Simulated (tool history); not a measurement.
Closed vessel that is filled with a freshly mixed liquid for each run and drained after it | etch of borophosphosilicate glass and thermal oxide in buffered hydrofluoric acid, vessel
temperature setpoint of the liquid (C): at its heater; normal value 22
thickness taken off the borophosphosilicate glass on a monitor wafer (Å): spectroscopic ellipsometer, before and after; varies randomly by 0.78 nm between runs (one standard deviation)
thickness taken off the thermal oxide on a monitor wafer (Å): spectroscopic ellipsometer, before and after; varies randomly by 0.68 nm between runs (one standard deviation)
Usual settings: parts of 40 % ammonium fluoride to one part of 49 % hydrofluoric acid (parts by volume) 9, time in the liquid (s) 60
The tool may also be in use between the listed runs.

run,hour,temperature setpoint of the liquid (C),parts of 40 % ammonium fluoride to one part of 49 % hydrofluoric acid (parts by volume),time in the liquid (s),wafers since the last listed run,hours since the thermometer was replaced,hours since the hydrofluoric acid flow meter was replaced,hours since the gauge calibration,"read-back film thickness of the borophosphosilicate glass reference wafer, read on the same gauge (nm)","read-back film thickness of the thermal oxide reference wafer, read on the same gauge (nm)",thickness taken off the borophosphosilicate glass on a monitor wafer (Å),thickness taken off the thermal oxide on a monitor wafer (Å)
1,0,22,9,60,0,34.7,329.1,2037.2,149.99,80.02,1687.4,688.7
2,233.8,22,9,60,20021,268.5,562.9,2271,150,79.95,1647.4,687.5
# hour 316.6: hydrofluoric acid flow meter replaced
3,557.7,22,9,60,27651,592.4,241.1,2594.9,150.05,79.99,1626,672.5
# hour 582.1: gauge calibrated
4,644.2,22,9,60,7407,678.9,327.6,62.1,149.96,80.02,1597.2,663.9
# hour 709.8: thermometer replaced
5,860.5,22,9,60,18436,150.7,543.9,278.4,149.99,79.99,1673.1,688.1
6,939.9,22,9,60,6799,230.1,623.3,357.8,149.94,79.99,1658,684.1
# hour 1016.9: hydrofluoric acid flow meter replaced
7,1021.8,22,9,60,6927,312,4.9,439.7,150.03,79.99,1648.2,698.8
8,1063.3,22,9,60,3553,353.5,46.4,481.2,149.98,80.03,1632.2,684
9,1124.9,22,11.5,60,5275,415.1,108,542.8,150,79.97,1337.5,560
10,1214.5,20.5,9,60,7672,504.7,197.6,632.4,149.99,79.98,1508.8,630.3
11,1312.4,19,12,90,8383,602.6,295.5,730.3,150.03,80.01,1616.3,669.8
# hour 1371.5: thermometer replaced
12,1400.8,22,11.5,60,7484,29.3,383.9,818.7,150,80.03,1364.3,573.5
13,1469,22,9,60,5840,97.5,452.1,886.9,150.04,80.04,1681.2,696.5
14,1551.9,22,12,60,7099,180.4,535,969.8,150.03,80,1299.5,529.3
15,1606.6,18.5,7,60,4684,235.1,589.7,1024.5,149.99,80.04,1817.8,760.8
16,1675.8,18.5,9,60,5925,304.3,658.9,1093.7,150.04,80.02,1357.2,561.1
17,1760.9,17,7,70,7287,389.4,744,1178.8,150.03,79.99,1914.5,782.8
# hour 1766.2: hydrofluoric acid flow meter replaced
18,1854.6,20.5,11.5,45,7938,483.1,88.4,1272.5,150.02,80.02,921.6,385
19,1900.8,22,9,60,3956,529.3,134.6,1318.7,149.99,80.06,1628.6,691.3
20,1987.1,22,7,95,7390,615.6,220.9,1405,149.99,79.99,3396.7,1403.4
21,2056,20.5,11.5,75,5900,684.5,289.8,1473.9,150.04,80,1514.9,632.2
# hour 2084.1: thermometer replaced
22,2142.3,22,7,60,7304,58.2,376.1,1560.2,149.97,80,2213.4,915.4
23,2207.3,22,9,60,5566,123.2,441.1,1625.2,149.97,80,1668,690.4
24,2301.9,24,9,45,8100,217.8,535.7,1719.8,150.01,79.99,1390.6,579.1
25,2360.9,22,9,60,5052,276.8,594.7,1778.8,150.03,79.98,1665,687.2

Consider 4 possible next runs. They are alternatives, not a sequence: every one starts from the tool as it was left by run 25. What does each give?
A,2361.6,18,9,60,59,277.5,595.4,1779.5,?,?,?,?
B,2361.6,22,10,50,59,277.5,595.4,1779.5,?,?,?,?
C,2361.6,20.5,12,70,59,277.5,595.4,1779.5,?,?,?,?
D,2361.6,26,6,80,59,277.5,595.4,1779.5,?,?,?,?

run,"read-back film thickness of the borophosphosilicate glass reference wafer, read on the same gauge (nm)","read-back film thickness of the thermal oxide reference wafer, read on the same gauge (nm)",thickness taken off the borophosphosilicate glass on a monitor wafer (Å),thickness taken off the thermal oxide on a monitor wafer (Å)
A,150,79.96,1326.6,552.2
B,150,79.96,1289.5,538.9
C,150,79.96,1389.7,581
D,150,79.96,4130.3,1719.3
With the hidden condition removed and each run's random variation left untouched, the same runs would have given:
run,thickness taken off the borophosphosilicate glass on a monitor wafer (Å),thickness taken off the thermal oxide on a monitor wafer (Å)
A,1348.3,561.3
B,1310.1,547.6
C,1412.1,590.5
D,4194.3,1746.3
